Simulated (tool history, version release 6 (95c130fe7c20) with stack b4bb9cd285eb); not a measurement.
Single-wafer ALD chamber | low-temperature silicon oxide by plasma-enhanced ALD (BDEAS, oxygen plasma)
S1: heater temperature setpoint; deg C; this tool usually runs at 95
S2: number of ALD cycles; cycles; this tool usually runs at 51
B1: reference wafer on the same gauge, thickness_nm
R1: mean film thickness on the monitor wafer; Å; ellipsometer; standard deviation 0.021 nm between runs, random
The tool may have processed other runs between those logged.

{"run": 1, "hour": 0.0, "S1": 101, "S2": 51, "B1": 7.19, "R1": 71.24}
{"run": 2, "hour": 20.5, "S1": 101, "S2": 51, "B1": 7.194, "R1": 70.99}
{"run": 3, "hour": 42.6, "S1": 95, "S2": 51, "B1": 7.182, "R1": 72.78}
{"run": 4, "hour": 71.0, "S1": 95, "S2": 51, "B1": 7.178, "R1": 72.5}
{"run": 5, "hour": 106.0, "S1": 95, "S2": 51, "B1": 7.164, "R1": 72.37}
{"run": 6, "hour": 122.2, "S1": 95, "S2": 51, "B1": 7.172, "R1": 72.44}
{"run": 7, "hour": 149.6, "S1": 95, "S2": 51, "B1": 7.162, "R1": 72.64}
{"run": 8, "hour": 165.5, "S1": 95, "S2": 54, "B1": 7.232, "R1": 77.67}
{"run": 9, "hour": 180.4, "S1": 84, "S2": 56, "B1": 7.228, "R1": 83.59}
{"run": 10, "hour": 215.4, "S1": 85, "S2": 56, "B1": 7.2, "R1": 83.71}
{"run": 11, "hour": 231.7, "S1": 95, "S2": 59, "B1": 7.199, "R1": 84.25}
{"run": 12, "hour": 256.5, "S1": 86, "S2": 59, "B1": 7.192, "R1": 87.56}
{"run": 13, "hour": 288.2, "S1": 101, "S2": 42, "B1": 7.182, "R1": 58.57}
{"run": 14, "hour": 321.5, "S1": 95, "S2": 54, "B1": 7.178, "R1": 76.94}
{"run": 15, "hour": 338.0, "S1": 106, "S2": 54, "B1": 7.174, "R1": 74.23}
{"run": 16, "hour": 361.9, "S1": 82, "S2": 57, "B1": 7.168, "R1": 85.62}
{"run": 17, "hour": 392.9, "S1": 83, "S2": 46, "B1": 7.171, "R1": 68.41}

The log once held 2 entries between its listed runs, left out of this copy. Where does each go, and what is different about the tool's unlogged condition between the listed run before it and the listed run after it?
From run 7 to run 8: gauge calibrated (hour 156.9)
  gauge reads high (%): -0.973 -> -0.0726
  what was measured, less what the result would be without the hidden state, R1: -0.71 -> -0.06 Å
From run 12 to run 13: thermocouple changed; heater temperature recalibrated (hour 276.1)
  gauge reads high (%): -0.712 -> -0.816
  what was measured, less what the result would be without the hidden state, R1: -0.62 -> -0.49 Å
